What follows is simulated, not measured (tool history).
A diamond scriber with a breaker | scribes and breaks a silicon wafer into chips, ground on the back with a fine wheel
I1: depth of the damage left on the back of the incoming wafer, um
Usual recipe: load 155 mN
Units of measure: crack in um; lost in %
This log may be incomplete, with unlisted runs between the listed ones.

run 1 hour=0 | load=155 | I1=2.73 | crack=10.66 lost=2.7
run 2 hour=96.5 | load=155 | I1=1.61 | crack=10.69 lost=1.37
run 3 hour=144.5 | load=155 | I1=2.27 | crack=10.58 lost=1.95
run 4 hour=238.8 | load=169 | I1=2.75 | crack=11.55 lost=3.14
run 5 hour=309.7 | load=169 | I1=2.96 | crack=11.61 lost=3.41
run 6 hour=356.5 | load=169 | I1=2.93 | crack=11.74 lost=3.68
run 7 hour=433.6 | load=155 | I1=2.45 | crack=10.71 lost=2.28
run 8 hour=692.4 | load=155 | I1=2.16 | crack=10.86 lost=2.01
-- hour=735.3 diamond tip replaced by a new one
-- hour=756.8 load on the tip recalibrated
run 9 hour=784.5 | load=155 | I1=1.98 | crack=10.93 lost=1.65
run 10 hour=883.9 | load=155 | I1=2.7 | crack=10.67 lost=2.66
run 11 hour=976.6 | load=155 | I1=2.28 | crack=10.83 lost=2.08
run 12 hour=1051.2 | load=140 | I1=2.34 | crack=10 lost=3.02
run 13 hour=1109.7 | load=170 | I1=2.89 | crack=11.54 lost=3.29
run 14 hour=1211.3 | load=155 | I1=2.05 | crack=10.66 lost=1.8
run 15 hour=1259.8 | load=155 | I1=2 | crack=10.76 lost=1.61
run 16 hour=1311.2 | load=155 | I1=1.53 | crack=10.81 lost=1.35
run 17 hour=1352.5 | load=155 | I1=1.53 | crack=10.86 lost=1.31
run 18 hour=1391.9 | load=134 | I1=2.56 | crack=9.58 lost=4.86
run 19 hour=1489.8 | load=155 | I1=2.4 | crack=10.72 lost=2.16
-- hour=1515.3 diamond tip replaced by a new one
run 20 hour=1547 | load=196 | I1=2.05 | crack=12.8 lost=5.42
run 21 hour=1602.5 | load=143 | I1=1.97 | crack=10.15 lost=2.37
-- hour=1661.3 load on the tip recalibrated
run 22 hour=1684.9 | load=155 | I1=1.99 | crack=10.67 lost=1.71
run 23 hour=1732.9 | load=122 | I1=2.9 | crack=8.92 lost=9.41
run 24 hour=1779.5 | load=125 | I1=2.84 | crack=9 lost=7.59
run 25 hour=1838.2 | load=198 | I1=2.21 | crack=13.14 lost=5.94
run 26 hour=1891.8 | load=171 | I1=1.7 | crack=11.61 lost=2.05
run 27 hour=2193 | load=155 | I1=1.66 | crack=10.77 lost=1.39
run 28 hour=2272.8 | load=171 | I1=2.57 | crack=11.51 lost=2.9
run 29 hour=2310.2 | load=155 | I1=2.91 | crack=10.7 lost=3.15
-- hour=2350 diamond tip replaced by a new one
run 30 hour=2357.1 | load=155 | I1=2.01 | crack=10.89 lost=1.75
run 31 hour=2417.8 | load=110 | I1=1.99 | crack=8.11 lost=11.9
run 32 hour=2464.3 | load=124 | I1=1.85 | crack=8.87 lost=5.63
run 33 hour=2566.2 | load=137 | I1=2.95 | crack=9.59 lost=5.32
run 34 hour=2638.9 | load=155 | I1=2.95 | crack=10.68 lost=3.18
-- hour=2706.2 load on the tip recalibrated
run 35 hour=2708.7 | load=155 | I1=1.66 | crack=10.78 lost=1.37
run 36 hour=2777.9 | load=155 | I1=2.74 | crack=10.81 lost=2.89
run 37 hour=2834.1 | load=178 | I1=2.21 | crack=12.13 lost=3.28
run 38 hour=2882.5 | load=155 | I1=2.35 | crack=10.81 lost=2.11
run 39 hour=2936.5 | load=119 | I1=1.6 | crack=8.77 lost=7.09
run 40 hour=3028.1 | load=181 | I1=1.61 | crack=12.34 lost=2.92

Here are 5 independent what-if runs from the current tool condition. What would each one return?
run A hour=3028.6 | load=114 | I1=1.8 | crack=? lost=?
run B hour=3028.6 | load=194 | I1=1.8 | crack=? lost=?
run C hour=3028.6 | load=191 | I1=1.8 | crack=? lost=?
run D hour=3028.6 | load=201 | I1=1.8 | crack=? lost=?
run E hour=3028.6 | load=187 | I1=1.8 | crack=? lost=?

run=A crack=8.34 lost=9.34
run=B crack=12.83 lost=4.87
run=C crack=12.67 lost=4.41
run=D crack=13.18 lost=6.01
run=E crack=12.47 lost=3.84
Without the tool's unlogged condition, the same runs would have read:
run=A crack=8.34 lost=9.34
run=B crack=12.83 lost=4.87
run=C crack=12.67 lost=4.41
run=D crack=13.18 lost=6.01
run=E crack=12.47 lost=3.84
